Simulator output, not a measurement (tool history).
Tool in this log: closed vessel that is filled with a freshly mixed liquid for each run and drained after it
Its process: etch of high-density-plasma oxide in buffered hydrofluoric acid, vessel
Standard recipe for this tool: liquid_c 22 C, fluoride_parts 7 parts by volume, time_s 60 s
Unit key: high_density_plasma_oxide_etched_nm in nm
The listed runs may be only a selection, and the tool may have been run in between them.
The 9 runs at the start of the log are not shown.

run,day,liquid_c,fluoride_parts,time_s,"read-back film thickness of the high-density-plasma oxide reference wafer, read on the same gauge (nm)",high_density_plasma_oxide_etched_nm
10,29.329,22,5,75,30.02,211.3
11,30.333,22,8,60,30.01,105.24
12,32.225,19.5,7,90,30,159.59
13,33.262,20,7,35,29.94,64.04
14,35.5,23.5,5,40,29.96,119.27
# day 36.15: thermometer replaced
15,38.317,22,7,85,30.01,173.45
16,40.171,22,7,60,30,120.94
17,42.071,19,5.5,75,30.01,160.61
18,44.662,22,7,60,29.93,120.71
19,46.221,22,7,60,30.03,121.06
20,49.104,20,7,30,29.98,54.05
21,51.612,18,8,40,29.97,55.78
22,52.738,24.5,6,85,30.04,226.96
23,54.504,22,7,60,29.95,118.83
# day 56.425: hydrofluoric acid flow meter replaced
24,56.929,26.5,7,50,30.02,136.48
25,59.183,20,7,60,30.02,114.87

Forecast run 26:
26,66.658,27,7,85,?,?

{"run 26": {"read-back film thickness of the high-density-plasma oxide reference wafer, read on the same gauge (nm)": 30.04, "high_density_plasma_oxide_etched_nm": 236.6}}
Minus the tool's unlogged condition, the same run would have read high_density_plasma_oxide_etched_nm 245.28 nm.
